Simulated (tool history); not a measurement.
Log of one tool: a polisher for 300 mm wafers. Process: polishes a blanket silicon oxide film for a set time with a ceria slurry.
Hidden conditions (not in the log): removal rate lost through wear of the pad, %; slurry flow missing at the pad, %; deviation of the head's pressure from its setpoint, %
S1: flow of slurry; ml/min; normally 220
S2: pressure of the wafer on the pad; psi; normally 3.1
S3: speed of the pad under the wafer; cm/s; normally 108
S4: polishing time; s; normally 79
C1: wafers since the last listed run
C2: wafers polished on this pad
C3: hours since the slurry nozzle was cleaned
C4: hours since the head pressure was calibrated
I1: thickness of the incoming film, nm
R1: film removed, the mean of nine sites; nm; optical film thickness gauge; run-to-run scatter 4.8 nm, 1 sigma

run 1 hour=0 | S1=220 S2=3.1 S3=108 S4=79 | C1=0 C2=688 C3=108.4 C4=1256.6 | I1=1747.4 | R1=353
-- hour=0.7 worn pad replaced by a new one
run 2 hour=12.1 | S1=220 S2=3.1 S3=108 S4=79 | C1=130 C2=130 C3=120.5 C4=1268.7 | I1=1710.5 | R1=397.7
run 3 hour=22.5 | S1=220 S2=3.1 S3=108 S4=79 | C1=119 C2=250 C3=130.9 C4=1279.1 | I1=1719.4 | R1=387.7
run 4 hour=39.5 | S1=220 S2=2.8 S3=108 S4=79 | C1=195 C2=446 C3=147.9 C4=1296.1 | I1=1707.4 | R1=341.6
-- hour=58.5 worn pad replaced by a new one
run 5 hour=74.3 | S1=220 S2=2.8 S3=108 S4=79 | C1=354 C2=181 C3=182.7 C4=1330.9 | I1=1739.5 | R1=343
run 6 hour=81.6 | S1=220 S2=3.1 S3=118 S4=95 | C1=84 C2=265 C3=190 C4=1338.2 | I1=1729.9 | R1=489.8
run 7 hour=91.2 | S1=220 S2=3.1 S3=108 S4=79 | C1=110 C2=376 C3=199.6 C4=1347.8 | I1=1752.8 | R1=376.2
run 8 hour=98.3 | S1=220 S2=3.6 S3=88 S4=79 | C1=81 C2=457 C3=206.7 C4=1354.9 | I1=1723.7 | R1=347.2
run 9 hour=104.3 | S1=220 S2=3.6 S3=88 S4=79 | C1=69 C2=526 C3=212.7 C4=1360.9 | I1=1731.2 | R1=352.7
-- hour=122.2 slurry nozzle cleaned
-- hour=131 worn pad replaced by a new one
run 10 hour=146.6 | S1=220 S2=3.4 S3=108 S4=91 | C1=429 C2=179 C3=24.4 C4=1403.2 | I1=1731.7 | R1=480.6
-- hour=149.7 head pressure recalibrated
run 11 hour=155.2 | S1=220 S2=4.2 S3=128 S4=55 | C1=76 C2=255 C3=33 C4=5.5 | I1=1709.1 | R1=432.2
run 12 hour=171.2 | S1=195 S2=3.1 S3=108 S4=68 | C1=184 C2=440 C3=49 C4=21.5 | I1=1723.1 | R1=323.4
-- hour=190.5 worn pad replaced by a new one
run 13 hour=191 | S1=280 S2=3.5 S3=146 S4=91 | C1=181 C2=6 C3=68.8 C4=41.3 | I1=1730.3 | R1=692.5
run 14 hour=201.6 | S1=195 S2=3.1 S3=108 S4=102 | C1=122 C2=128 C3=79.4 C4=51.9 | I1=1702.2 | R1=501.5
run 15 hour=218.8 | S1=220 S2=3.1 S3=108 S4=95 | C1=198 C2=326 C3=96.6 C4=69.1 | I1=1748.3 | R1=463.4
run 16 hour=232.9 | S1=220 S2=3.1 S3=92 S4=79 | C1=162 C2=488 C3=110.7 C4=83.2 | I1=1732.8 | R1=322
run 17 hour=242 | S1=170 S2=3.5 S3=146 S4=96 | C1=104 C2=593 C3=119.8 C4=92.3 | I1=1722.3 | R1=660.6
run 18 hour=255.7 | S1=220 S2=3.1 S3=108 S4=79 | C1=157 C2=751 C3=133.5 C4=106 | I1=1708.3 | R1=349.4
-- hour=259.9 worn pad replaced by a new one
run 19 hour=273.7 | S1=220 S2=3.1 S3=108 S4=79 | C1=161 C2=158 C3=151.5 C4=124 | I1=1705.1 | R1=392.3

Each row is a separate what-if for the run after 19, all from the same tool condition, not one after another. Results?
run A hour=274.2 | S1=220 S2=3.1 S3=108 S4=79 | C1=5 C2=164 C3=152 C4=124.5 | I1=1754.1 | R1=?
run B hour=274.2 | S1=265 S2=3.5 S3=108 S4=79 | C1=5 C2=164 C3=152 C4=124.5 | I1=1754.1 | R1=?
run C hour=274.2 | S1=220 S2=3.1 S3=98 S4=79 | C1=5 C2=164 C3=152 C4=124.5 | I1=1754.1 | R1=?
run D hour=274.2 | S1=195 S2=3.1 S3=108 S4=70 | C1=5 C2=164 C3=152 C4=124.5 | I1=1754.1 | R1=?
run E hour=274.2 | S1=165 S2=3.1 S3=118 S4=79 | C1=5 C2=164 C3=152 C4=124.5 | I1=1754.1 | R1=?

run=A R1=393
run=B R1=451.8
run=C R1=356.6
run=D R1=343.8
run=E R1=415.7
What these runs would have given with no unlogged condition in the tool:
run=A R1=398.2
run=B R1=457.8
run=C R1=361.4
run=D R1=348.3
run=E R1=421.2
